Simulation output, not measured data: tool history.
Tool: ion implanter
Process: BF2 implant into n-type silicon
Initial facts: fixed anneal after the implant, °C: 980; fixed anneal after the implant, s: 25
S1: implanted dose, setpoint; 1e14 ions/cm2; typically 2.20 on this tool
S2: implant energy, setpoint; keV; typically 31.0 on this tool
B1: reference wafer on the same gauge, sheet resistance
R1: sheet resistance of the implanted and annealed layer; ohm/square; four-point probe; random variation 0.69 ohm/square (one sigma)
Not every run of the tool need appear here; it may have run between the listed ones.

{"run": 1, "day": 0.0, "S1": 2.06, "S2": 31.0, "B1": 527.87, "R1": 508.57}
{"run": 2, "day": 0.317, "S1": 2.06, "S2": 31.0, "B1": 528.3, "R1": 506.67}
{"run": 3, "day": 0.779, "S1": 2.2, "S2": 35.5, "B1": 528.12, "R1": 475.88}
{"run": 4, "day": 1.467, "S1": 2.2, "S2": 35.5, "B1": 528.03, "R1": 476.94}
{"run": 5, "day": 1.921, "S1": 2.2, "S2": 31.0, "B1": 527.96, "R1": 481.61}
{"run": 6, "day": 2.312, "S1": 2.2, "S2": 31.0, "B1": 527.9, "R1": 480.33}
{"run": 7, "day": 2.629, "S1": 2.2, "S2": 31.0, "B1": 527.83, "R1": 481.16}
{"run": 8, "day": 3.288, "S1": 2.51, "S2": 28.5, "B1": 527.9, "R1": 433.6}
{"run": 9, "day": 3.879, "S1": 2.51, "S2": 28.5, "B1": 527.87, "R1": 434.66}
{"run": 10, "day": 4.792, "S1": 2.51, "S2": 28.5, "B1": 527.89, "R1": 433.49}
{"day": 5.454, "done": "gauge calibrated"}
{"run": 11, "day": 5.488, "S1": 2.2, "S2": 31.0, "B1": 527.95, "R1": 480.91}
{"day": 6.208, "done": "Faraday cup replaced and dose calibrated"}
{"run": 12, "day": 6.229, "S1": 2.2, "S2": 31.0, "B1": 528.09, "R1": 462.86}
{"run": 13, "day": 6.392, "S1": 2.81, "S2": 34.0, "B1": 528.08, "R1": 376.04}
{"run": 14, "day": 6.958, "S1": 2.2, "S2": 31.0, "B1": 528.3, "R1": 463.02}
{"run": 15, "day": 7.567, "S1": 2.5, "S2": 31.0, "B1": 528.01, "R1": 416.63}
{"run": 16, "day": 8.212, "S1": 2.2, "S2": 26.5, "B1": 528.25, "R1": 468.52}
{"run": 17, "day": 9.062, "S1": 1.56, "S2": 21.0, "B1": 527.93, "R1": 640.25}
{"day": 9.625, "done": "extraction supply calibrated"}
{"run": 18, "day": 9.646, "S1": 2.2, "S2": 31.0, "B1": 528.07, "R1": 466.74}
{"run": 19, "day": 10.217, "S1": 2.57, "S2": 24.0, "B1": 527.86, "R1": 415.95}
{"run": 20, "day": 10.55, "S1": 2.2, "S2": 31.0, "B1": 527.98, "R1": 465.03}
{"run": 21, "day": 10.829, "S1": 2.76, "S2": 41.5, "B1": 527.97, "R1": 379.64}
{"run": 22, "day": 11.117, "S1": 2.2, "S2": 26.0, "B1": 528.17, "R1": 471.77}
{"run": 23, "day": 11.508, "S1": 1.91, "S2": 42.0, "B1": 528.13, "R1": 508.68}
{"run": 24, "day": 11.929, "S1": 2.55, "S2": 34.0, "B1": 528.03, "R1": 410.23}
{"run": 25, "day": 12.238, "S1": 1.85, "S2": 21.5, "B1": 527.92, "R1": 553.46}

Pick out some run-to-run changes in R1. Of each, how much would a tool without hidden state show as well, from the settings, what came in and chance, and how much is left for the hidden state and any gauge scatter not in both results compared?
The hidden state here: deviation of the true dose from the Faraday cup's reading, %; deviation of the true energy from its setpoint, %; gauge reads high (%).
Run 11 -> 12: Faraday cup replaced and dose calibrated. R1 -18.05 ohm/square: hidden state -18.29, all else +0.24.
Run 16 -> 17: S1 2.20 -> 1.56, S2 26.5 -> 21.0. R1 +171.73 ohm/square: hidden state +2.12, all else +169.61.
Run 17 -> 18: S1 1.56 -> 2.20, S2 21.0 -> 31.0, extraction supply calibrated. R1 -173.51 ohm/square: hidden state -1.32, all else -172.19.
Run 24 -> 25: S1 2.55 -> 1.85, S2 34.0 -> 21.5. R1 +143.23 ohm/square: hidden state +2.13, all else +141.10.

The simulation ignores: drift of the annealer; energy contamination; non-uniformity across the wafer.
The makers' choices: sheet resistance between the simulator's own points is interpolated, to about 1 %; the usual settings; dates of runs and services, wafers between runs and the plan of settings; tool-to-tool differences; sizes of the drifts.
